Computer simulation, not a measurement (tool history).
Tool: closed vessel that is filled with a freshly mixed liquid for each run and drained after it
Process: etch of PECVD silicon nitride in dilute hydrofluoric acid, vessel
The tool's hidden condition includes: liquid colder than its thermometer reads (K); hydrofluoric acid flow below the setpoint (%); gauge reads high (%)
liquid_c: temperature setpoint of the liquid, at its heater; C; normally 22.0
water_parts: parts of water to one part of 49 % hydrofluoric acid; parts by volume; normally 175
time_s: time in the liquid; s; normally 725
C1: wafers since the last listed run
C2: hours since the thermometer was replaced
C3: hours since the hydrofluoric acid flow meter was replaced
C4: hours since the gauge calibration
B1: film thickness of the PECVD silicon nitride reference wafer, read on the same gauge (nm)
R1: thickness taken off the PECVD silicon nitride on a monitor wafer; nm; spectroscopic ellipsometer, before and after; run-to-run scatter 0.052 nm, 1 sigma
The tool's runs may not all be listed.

{"run": 1, "hour": 0.0, "liquid_c": 22.0, "water_parts": 175, "time_s": 990, "C1": 0, "C2": 2562.1, "C3": 1419.7, "C4": 97.4, "B1": 130.0, "R1": 8.97}
{"run": 2, "hour": 12.1, "liquid_c": 22.0, "water_parts": 175, "time_s": 990, "C1": 834, "C2": 2574.2, "C3": 1431.8, "C4": 109.5, "B1": 129.99, "R1": 8.93}
{"run": 3, "hour": 22.2, "liquid_c": 22.0, "water_parts": 175, "time_s": 725, "C1": 696, "C2": 2584.3, "C3": 1441.9, "C4": 119.6, "B1": 129.98, "R1": 6.6}
{"run": 4, "hour": 37.5, "liquid_c": 22.0, "water_parts": 175, "time_s": 725, "C1": 1055, "C2": 2599.6, "C3": 1457.2, "C4": 134.9, "B1": 130.0, "R1": 6.51}
{"run": 5, "hour": 43.6, "liquid_c": 22.0, "water_parts": 175, "time_s": 725, "C1": 420, "C2": 2605.7, "C3": 1463.3, "C4": 141.0, "B1": 130.0, "R1": 6.54}
{"run": 6, "hour": 80.8, "liquid_c": 22.0, "water_parts": 175, "time_s": 725, "C1": 2566, "C2": 2642.9, "C3": 1500.5, "C4": 178.2, "B1": 130.02, "R1": 6.53}
{"run": 7, "hour": 90.1, "liquid_c": 22.0, "water_parts": 175, "time_s": 725, "C1": 641, "C2": 2652.2, "C3": 1509.8, "C4": 187.5, "B1": 129.99, "R1": 6.48}
{"run": 8, "hour": 99.7, "liquid_c": 22.0, "water_parts": 175, "time_s": 725, "C1": 662, "C2": 2661.8, "C3": 1519.4, "C4": 197.1, "B1": 129.99, "R1": 6.55}
{"run": 9, "hour": 110.4, "liquid_c": 22.0, "water_parts": 175, "time_s": 725, "C1": 738, "C2": 2672.5, "C3": 1530.1, "C4": 207.8, "B1": 130.0, "R1": 6.49}
{"run": 10, "hour": 125.3, "liquid_c": 22.0, "water_parts": 175, "time_s": 725, "C1": 1027, "C2": 2687.4, "C3": 1545.0, "C4": 222.7, "B1": 129.98, "R1": 6.55}
{"run": 11, "hour": 131.9, "liquid_c": 22.0, "water_parts": 175, "time_s": 725, "C1": 455, "C2": 2694.0, "C3": 1551.6, "C4": 229.3, "B1": 129.98, "R1": 6.44}
{"run": 12, "hour": 141.8, "liquid_c": 22.0, "water_parts": 175, "time_s": 725, "C1": 683, "C2": 2703.9, "C3": 1561.5, "C4": 239.2, "B1": 130.01, "R1": 6.51}
{"run": 13, "hour": 148.0, "liquid_c": 22.0, "water_parts": 175, "time_s": 725, "C1": 427, "C2": 2710.1, "C3": 1567.7, "C4": 245.4, "B1": 129.98, "R1": 6.47}
{"run": 14, "hour": 161.5, "liquid_c": 23.5, "water_parts": 175, "time_s": 725, "C1": 931, "C2": 2723.6, "C3": 1581.2, "C4": 258.9, "B1": 130.04, "R1": 7.13}
{"run": 15, "hour": 176.3, "liquid_c": 22.0, "water_parts": 175, "time_s": 725, "C1": 1021, "C2": 2738.4, "C3": 1596.0, "C4": 273.7, "B1": 129.99, "R1": 6.46}
{"run": 16, "hour": 190.6, "liquid_c": 22.0, "water_parts": 175, "time_s": 725, "C1": 986, "C2": 2752.7, "C3": 1610.3, "C4": 288.0, "B1": 129.99, "R1": 6.48}
{"hour": 199.4, "done": "hydrofluoric acid flow meter replaced"}
{"run": 17, "hour": 202.4, "liquid_c": 27.0, "water_parts": 230, "time_s": 725, "C1": 745, "C2": 2764.5, "C3": 3.0, "C4": 299.8, "B1": 130.03, "R1": 6.88}
{"run": 18, "hour": 214.9, "liquid_c": 25.0, "water_parts": 265, "time_s": 965, "C1": 862, "C2": 2777.0, "C3": 15.5, "C4": 312.3, "B1": 129.99, "R1": 7.04}
{"run": 19, "hour": 230.4, "liquid_c": 24.5, "water_parts": 235, "time_s": 415, "C1": 1069, "C2": 2792.5, "C3": 31.0, "C4": 327.8, "B1": 129.97, "R1": 3.22}
{"hour": 233.3, "done": "gauge calibrated"}
{"run": 20, "hour": 265.5, "liquid_c": 22.0, "water_parts": 175, "time_s": 725, "C1": 2421, "C2": 2827.6, "C3": 66.1, "C4": 32.2, "B1": 130.02, "R1": 6.39}
{"run": 21, "hour": 281.8, "liquid_c": 20.5, "water_parts": 95, "time_s": 365, "C1": 1124, "C2": 2843.9, "C3": 82.4, "C4": 48.5, "B1": 129.98, "R1": 5.35}
{"run": 22, "hour": 288.6, "liquid_c": 22.0, "water_parts": 175, "time_s": 725, "C1": 469, "C2": 2850.7, "C3": 89.2, "C4": 55.3, "B1": 130.03, "R1": 6.42}
{"run": 23, "hour": 300.5, "liquid_c": 18.5, "water_parts": 125, "time_s": 1110, "C1": 820, "C2": 2862.6, "C3": 101.1, "C4": 67.2, "B1": 129.98, "R1": 10.76}
{"run": 24, "hour": 316.4, "liquid_c": 26.5, "water_parts": 225, "time_s": 725, "C1": 1096, "C2": 2878.5, "C3": 117.0, "C4": 83.1, "B1": 130.03, "R1": 6.78}
{"run": 25, "hour": 330.4, "liquid_c": 22.0, "water_parts": 175, "time_s": 300, "C1": 965, "C2": 2892.5, "C3": 131.0, "C4": 97.1, "B1": 130.01, "R1": 2.68}
{"hour": 332.9, "done": "thermometer replaced"}
{"run": 26, "hour": 341.1, "liquid_c": 26.5, "water_parts": 260, "time_s": 1110, "C1": 669, "C2": 8.2, "C3": 141.7, "C4": 107.8, "B1": 129.98, "R1": 10.55}
{"run": 27, "hour": 348.5, "liquid_c": 17.5, "water_parts": 175, "time_s": 505, "C1": 510, "C2": 15.6, "C3": 149.1, "C4": 115.2, "B1": 130.05, "R1": 3.96}
{"run": 28, "hour": 363.3, "liquid_c": 25.5, "water_parts": 135, "time_s": 975, "C1": 1021, "C2": 30.4, "C3": 163.9, "C4": 130.0, "B1": 130.03, "R1": 16.85}
{"run": 29, "hour": 379.5, "liquid_c": 22.0, "water_parts": 175, "time_s": 420, "C1": 1117, "C2": 46.6, "C3": 180.1, "C4": 146.2, "B1": 130.02, "R1": 4.38}
{"run": 30, "hour": 389.1, "liquid_c": 22.0, "water_parts": 175, "time_s": 725, "C1": 662, "C2": 56.2, "C3": 189.7, "C4": 155.8, "B1": 130.03, "R1": 7.67}
{"run": 31, "hour": 435.5, "liquid_c": 22.0, "water_parts": 135, "time_s": 585, "C1": 3201, "C2": 102.6, "C3": 236.1, "C4": 202.2, "B1": 129.95, "R1": 7.91}
{"run": 32, "hour": 451.9, "liquid_c": 25.5, "water_parts": 105, "time_s": 585, "C1": 1131, "C2": 119.0, "C3": 252.5, "C4": 218.6, "B1": 130.01, "R1": 12.66}
{"run": 33, "hour": 457.9, "liquid_c": 22.0, "water_parts": 220, "time_s": 725, "C1": 413, "C2": 125.0, "C3": 258.5, "C4": 224.6, "B1": 130.02, "R1": 6.09}

Results for each run, recomputed without the tool's hidden state and with each run's random variation untouched:
run=1 R1=10.66
run=2 R1=10.62
run=3 R1=7.86
run=4 R1=7.76
run=5 R1=7.80
run=6 R1=7.80
run=7 R1=7.75
run=8 R1=7.84
run=9 R1=7.77
run=10 R1=7.85
run=11 R1=7.73
run=12 R1=7.81
run=13 R1=7.77
run=14 R1=8.55
run=15 R1=7.77
run=16 R1=7.80
run=17 R1=8.19
run=18 R1=8.40
run=19 R1=3.85
run=20 R1=7.73
run=21 R1=6.54
run=22 R1=7.79
run=23 R1=13.17
run=24 R1=8.15
run=25 R1=3.26
run=26 R1=10.72
run=27 R1=4.03
run=28 R1=17.16
run=29 R1=4.46
run=30 R1=7.83
run=31 R1=8.10
run=32 R1=12.96
run=33 R1=6.24

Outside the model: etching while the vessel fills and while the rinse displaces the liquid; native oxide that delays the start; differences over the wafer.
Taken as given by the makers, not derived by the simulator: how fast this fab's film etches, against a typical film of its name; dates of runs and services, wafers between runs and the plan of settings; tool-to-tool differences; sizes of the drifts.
